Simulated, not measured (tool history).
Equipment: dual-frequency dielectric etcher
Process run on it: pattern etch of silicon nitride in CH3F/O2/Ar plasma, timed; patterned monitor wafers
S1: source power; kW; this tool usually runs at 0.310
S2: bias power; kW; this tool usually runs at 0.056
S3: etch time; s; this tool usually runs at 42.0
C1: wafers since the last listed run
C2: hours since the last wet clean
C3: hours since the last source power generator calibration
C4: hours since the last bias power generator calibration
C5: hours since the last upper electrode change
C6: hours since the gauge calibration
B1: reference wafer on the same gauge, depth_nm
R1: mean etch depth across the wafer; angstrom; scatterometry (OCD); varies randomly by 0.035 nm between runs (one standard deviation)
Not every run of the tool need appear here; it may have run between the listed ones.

run 1 hour=0.0 | S1=0.330 S2=0.056 S3=42.0 | C1=0 C2=296.0 C3=2880.5 C4=2254.3 C5=2330.3 C6=263.2 | B1=19.10 | R1=237.3
run 2 hour=25.3 | S1=0.330 S2=0.056 S3=42.0 | C1=412 C2=321.3 C3=2905.8 C4=2279.6 C5=2355.6 C6=288.5 | B1=19.10 | R1=237.2
run 3 hour=46.4 | S1=0.280 S2=0.056 S3=51.5 | C1=344 C2=342.4 C3=2926.9 C4=2300.7 C5=2376.7 C6=309.6 | B1=19.10 | R1=280.4
run 4 hour=78.1 | S1=0.280 S2=0.056 S3=51.5 | C1=517 C2=374.1 C3=2958.6 C4=2332.4 C5=2408.4 C6=341.3 | B1=19.10 | R1=279.9
run 5 hour=112.5 | S1=0.280 S2=0.056 S3=51.5 | C1=561 C2=408.5 C3=2993.0 C4=2366.8 C5=2442.8 C6=375.7 | B1=19.10 | R1=279.6
run 6 hour=143.7 | S1=0.310 S2=0.056 S3=46.5 | C1=509 C2=439.7 C3=3024.2 C4=2398.0 C5=2474.0 C6=406.9 | B1=19.09 | R1=259.3
run 7 hour=163.6 | S1=0.310 S2=0.056 S3=46.5 | C1=324 C2=459.6 C3=3044.1 C4=2417.9 C5=2493.9 C6=426.8 | B1=19.09 | R1=259.0
-- hour=168.7 source power generator calibrated
-- hour=191.0 gauge calibrated
-- hour=212.9 wet clean of the chamber
run 8 hour=213.4 | S1=0.310 S2=0.056 S3=42.0 | C1=355 C2=0.5 C3=44.7 C4=2467.7 C5=2543.7 C6=22.4 | B1=19.08 | R1=231.3
run 9 hour=213.8 | S1=0.310 S2=0.056 S3=42.0 | C1=6 C2=0.9 C3=45.1 C4=2468.1 C5=2544.1 C6=22.8 | B1=19.09 | R1=231.5
run 10 hour=241.0 | S1=0.310 S2=0.056 S3=39.0 | C1=443 C2=28.1 C3=72.3 C4=2495.3 C5=2571.3 C6=50.0 | B1=19.09 | R1=215.2
run 11 hour=253.1 | S1=0.340 S2=0.056 S3=33.0 | C1=197 C2=40.2 C3=84.4 C4=2507.4 C5=2583.4 C6=62.1 | B1=19.09 | R1=186.3
run 12 hour=285.2 | S1=0.310 S2=0.066 S3=53.0 | C1=523 C2=72.3 C3=116.5 C4=2539.5 C5=2615.5 C6=94.2 | B1=19.09 | R1=313.2
-- hour=318.5 upper electrode replaced
run 13 hour=319.0 | S1=0.310 S2=0.046 S3=42.0 | C1=159 C2=106.1 C3=150.3 C4=2573.3 C5=0.5 C6=128.0 | B1=19.09 | R1=214.6
-- hour=328.6 bias power generator calibrated
run 14 hour=337.8 | S1=0.310 S2=0.056 S3=42.0 | C1=241 C2=124.9 C3=169.1 C4=9.2 C5=19.3 C6=146.8 | B1=19.09 | R1=232.5
run 15 hour=368.2 | S1=0.260 S2=0.069 S3=30.5 | C1=496 C2=155.3 C3=199.5 C4=39.6 C5=49.7 C6=177.2 | B1=19.11 | R1=176.1
run 16 hour=388.8 | S1=0.250 S2=0.046 S3=54.0 | C1=336 C2=175.9 C3=220.1 C4=60.2 C5=70.3 C6=197.8 | B1=19.09 | R1=261.4
run 17 hour=411.0 | S1=0.310 S2=0.056 S3=42.0 | C1=362 C2=198.1 C3=242.3 C4=82.4 C5=92.5 C6=220.0 | B1=19.10 | R1=232.5
run 18 hour=426.1 | S1=0.290 S2=0.056 S3=42.0 | C1=246 C2=213.2 C3=257.4 C4=97.5 C5=107.6 C6=235.1 | B1=19.09 | R1=229.0
run 19 hour=449.7 | S1=0.310 S2=0.056 S3=42.0 | C1=385 C2=236.8 C3=281.0 C4=121.1 C5=131.2 C6=258.7 | B1=19.10 | R1=232.4
run 20 hour=469.1 | S1=0.310 S2=0.056 S3=53.0 | C1=316 C2=256.2 C3=300.4 C4=140.5 C5=150.6 C6=278.1 | B1=19.10 | R1=293.3

Entry by entry between the runs, the difference in hidden state between the last listed run before and the first listed run after:
Runs 7 to 8: source power generator calibrated (hour 168.7); gauge calibrated (hour 191.0); wet clean of the chamber (hour 212.9)
  etch rate over this chamber's usual, %: 1.14 -> -0.0121
  measured minus no-state result, R1: +2.9 -> +0.0 angstrom
Runs 12 to 13: upper electrode replaced (hour 318.5)
  etch rate over this chamber's usual, %: 0.144 -> 0.218
  measured minus no-state result, R1: +0.4 -> +0.4 angstrom
Runs 13 to 14: bias power generator calibrated (hour 328.6)
  etch rate over this chamber's usual, %: 0.218 -> 0.258
  measured minus no-state result, R1: +0.4 -> +0.6 angstrom
